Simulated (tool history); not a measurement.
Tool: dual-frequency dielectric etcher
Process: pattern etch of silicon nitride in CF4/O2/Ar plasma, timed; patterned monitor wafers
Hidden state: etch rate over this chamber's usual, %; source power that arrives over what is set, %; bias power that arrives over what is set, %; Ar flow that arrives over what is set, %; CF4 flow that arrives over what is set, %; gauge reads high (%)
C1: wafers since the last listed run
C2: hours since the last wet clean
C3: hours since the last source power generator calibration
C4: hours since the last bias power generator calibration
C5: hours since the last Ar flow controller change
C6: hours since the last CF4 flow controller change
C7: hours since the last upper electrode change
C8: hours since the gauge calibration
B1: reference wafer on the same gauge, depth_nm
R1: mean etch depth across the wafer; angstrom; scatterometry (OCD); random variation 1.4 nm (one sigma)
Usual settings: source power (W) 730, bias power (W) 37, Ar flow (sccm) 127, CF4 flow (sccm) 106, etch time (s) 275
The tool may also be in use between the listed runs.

run 1 hour=0.0 | source_power_(W)=610 bias_power_(W)=37 Ar_flow_(sccm)=127 CF4_flow_(sccm)=106 etch_time_(s)=275 | C1=0 C2=389.3 C3=1579.2 C4=4662.6 C5=1495.6 C6=2934.9 C7=4694.7 C8=223.9 | B1=554.2 | R1=5941
run 2 hour=9.2 | source_power_(W)=610 bias_power_(W)=37 Ar_flow_(sccm)=127 CF4_flow_(sccm)=106 etch_time_(s)=275 | C1=30 C2=398.5 C3=1588.4 C4=4671.8 C5=1504.8 C6=2944.1 C7=4703.9 C8=233.1 | B1=553.3 | R1=5932
run 3 hour=27.2 | source_power_(W)=730 bias_power_(W)=37 Ar_flow_(sccm)=127 CF4_flow_(sccm)=85 etch_time_(s)=275 | C1=60 C2=416.5 C3=1606.4 C4=4689.8 C5=1522.8 C6=2962.1 C7=4721.9 C8=251.1 | B1=554.2 | R1=6500
run 4 hour=33.9 | source_power_(W)=730 bias_power_(W)=37 Ar_flow_(sccm)=127 CF4_flow_(sccm)=85 etch_time_(s)=275 | C1=22 C2=423.2 C3=1613.1 C4=4696.5 C5=1529.5 C6=2968.8 C7=4728.6 C8=257.8 | B1=553.7 | R1=6494
-- hour=60.5 upper electrode replaced
-- hour=69.7 wet clean of the chamber
run 5 hour=70.2 | source_power_(W)=620 bias_power_(W)=37 Ar_flow_(sccm)=127 CF4_flow_(sccm)=106 etch_time_(s)=275 | C1=10 C2=0.5 C3=1649.4 C4=4732.8 C5=1565.8 C6=3005.1 C7=9.7 C8=294.1 | B1=553.5 | R1=5919
run 6 hour=70.6 | source_power_(W)=730 bias_power_(W)=37 Ar_flow_(sccm)=127 CF4_flow_(sccm)=106 etch_time_(s)=275 | C1=1 C2=0.9 C3=1649.8 C4=4733.2 C5=1566.2 C6=3005.5 C7=10.1 C8=294.5 | B1=554.0 | R1=6598
run 7 hour=71.9 | source_power_(W)=730 bias_power_(W)=37 Ar_flow_(sccm)=127 CF4_flow_(sccm)=106 etch_time_(s)=275 | C1=4 C2=2.2 C3=1651.1 C4=4734.5 C5=1567.5 C6=3006.8 C7=11.4 C8=295.8 | B1=554.1 | R1=6602
run 8 hour=85.9 | source_power_(W)=730 bias_power_(W)=37 Ar_flow_(sccm)=127 CF4_flow_(sccm)=106 etch_time_(s)=258 | C1=46 C2=16.2 C3=1665.1 C4=4748.5 C5=1581.5 C6=3020.8 C7=25.4 C8=309.8 | B1=554.2 | R1=6205
-- hour=101.9 Ar flow controller replaced
run 9 hour=102.4 | source_power_(W)=730 bias_power_(W)=37 Ar_flow_(sccm)=127 CF4_flow_(sccm)=106 etch_time_(s)=258 | C1=35 C2=32.7 C3=1681.6 C4=4765.0 C5=0.5 C6=3037.3 C7=41.9 C8=326.3 | B1=554.1 | R1=6195
run 10 hour=108.5 | source_power_(W)=730 bias_power_(W)=37 Ar_flow_(sccm)=127 CF4_flow_(sccm)=106 etch_time_(s)=275 | C1=20 C2=38.8 C3=1687.7 C4=4771.1 C5=6.6 C6=3043.4 C7=48.0 C8=332.4 | B1=554.1 | R1=6597
-- hour=120.7 gauge calibrated
-- hour=122.8 bias power generator calibrated
run 11 hour=124.0 | source_power_(W)=570 bias_power_(W)=46 Ar_flow_(sccm)=117 CF4_flow_(sccm)=113 etch_time_(s)=275 | C1=38 C2=54.3 C3=1703.2 C4=1.2 C5=22.1 C6=3058.9 C7=63.5 C8=3.3 | B1=553.8 | R1=6431
run 12 hour=138.8 | source_power_(W)=640 bias_power_(W)=46 Ar_flow_(sccm)=127 CF4_flow_(sccm)=106 etch_time_(s)=275 | C1=49 C2=69.1 C3=1718.0 C4=16.0 C5=36.9 C6=3073.7 C7=78.3 C8=18.1 | B1=553.7 | R1=6806
-- hour=156.6 CF4 flow controller replaced
run 13 hour=175.9 | source_power_(W)=730 bias_power_(W)=31 Ar_flow_(sccm)=127 CF4_flow_(sccm)=106 etch_time_(s)=275 | C1=104 C2=106.2 C3=1755.1 C4=53.1 C5=74.0 C6=19.3 C7=115.4 C8=55.2 | B1=553.6 | R1=5999
run 14 hour=183.4 | source_power_(W)=730 bias_power_(W)=37 Ar_flow_(sccm)=116 CF4_flow_(sccm)=106 etch_time_(s)=275 | C1=25 C2=113.7 C3=1762.6 C4=60.6 C5=81.5 C6=26.8 C7=122.9 C8=62.7 | B1=554.2 | R1=6748
-- hour=191.7 source power generator calibrated
run 15 hour=201.4 | source_power_(W)=730 bias_power_(W)=37 Ar_flow_(sccm)=127 CF4_flow_(sccm)=122 etch_time_(s)=275 | C1=46 C2=131.7 C3=9.7 C4=78.6 C5=99.5 C6=44.8 C7=140.9 C8=80.7 | B1=553.3 | R1=6749
run 16 hour=216.8 | source_power_(W)=560 bias_power_(W)=37 Ar_flow_(sccm)=155 CF4_flow_(sccm)=83 etch_time_(s)=275 | C1=51 C2=147.1 C3=25.1 C4=94.0 C5=114.9 C6=60.2 C7=156.3 C8=96.1 | B1=553.9 | R1=5167
run 17 hour=229.1 | source_power_(W)=730 bias_power_(W)=37 Ar_flow_(sccm)=127 CF4_flow_(sccm)=106 etch_time_(s)=275 | C1=41 C2=159.4 C3=37.4 C4=106.3 C5=127.2 C6=72.5 C7=168.6 C8=108.4 | B1=554.0 | R1=6611
run 18 hour=243.9 | source_power_(W)=730 bias_power_(W)=37 Ar_flow_(sccm)=127 CF4_flow_(sccm)=131 etch_time_(s)=275 | C1=49 C2=174.2 C3=52.2 C4=121.1 C5=142.0 C6=87.3 C7=183.4 C8=123.2 | B1=553.7 | R1=6846
run 19 hour=256.3 | source_power_(W)=730 bias_power_(W)=37 Ar_flow_(sccm)=127 CF4_flow_(sccm)=98 etch_time_(s)=244 | C1=41 C2=186.6 C3=64.6 C4=133.5 C5=154.4 C6=99.7 C7=195.8 C8=135.6 | B1=554.1 | R1=5825
run 20 hour=271.2 | source_power_(W)=730 bias_power_(W)=37 Ar_flow_(sccm)=127 CF4_flow_(sccm)=106 etch_time_(s)=275 | C1=50 C2=201.5 C3=79.5 C4=148.4 C5=169.3 C6=114.6 C7=210.7 C8=150.5 | B1=554.6 | R1=6676
run 21 hour=277.6 | source_power_(W)=650 bias_power_(W)=37 Ar_flow_(sccm)=103 CF4_flow_(sccm)=97 etch_time_(s)=331 | C1=21 C2=207.9 C3=85.9 C4=154.8 C5=175.7 C6=121.0 C7=217.1 C8=156.9 | B1=554.4 | R1=7592
run 22 hour=330.7 | source_power_(W)=730 bias_power_(W)=37 Ar_flow_(sccm)=127 CF4_flow_(sccm)=124 etch_time_(s)=275 | C1=178 C2=261.0 C3=139.0 C4=207.9 C5=228.8 C6=174.1 C7=270.2 C8=210.0 | B1=554.1 | R1=6833

Hidden state or all else? Some run-to-run changes of R1, split into what the settings, what came in and random variation would give without the hidden state, and what is left for the hidden state (with any gauge scatter that isn't in both results):
Run 2 -> 3: source power (W) 610 -> 730, CF4 flow (sccm) 106 -> 85. R1 +568 angstrom: hidden state +16, all else +552.
Run 4 -> 5: source power (W) 730 -> 620, CF4 flow (sccm) 85 -> 106, upper electrode replaced, wet clean of the chamber. R1 -575 angstrom: hidden state -119, all else -456.
Run 15 -> 16: source power (W) 730 -> 560, Ar flow (sccm) 127 -> 155, CF4 flow (sccm) 122 -> 83. R1 -1582 angstrom: hidden state -8, all else -1574.
Run 16 -> 17: source power (W) 560 -> 730, Ar flow (sccm) 155 -> 127, CF4 flow (sccm) 83 -> 106. R1 +1444 angstrom: hidden state +14, all else +1430.

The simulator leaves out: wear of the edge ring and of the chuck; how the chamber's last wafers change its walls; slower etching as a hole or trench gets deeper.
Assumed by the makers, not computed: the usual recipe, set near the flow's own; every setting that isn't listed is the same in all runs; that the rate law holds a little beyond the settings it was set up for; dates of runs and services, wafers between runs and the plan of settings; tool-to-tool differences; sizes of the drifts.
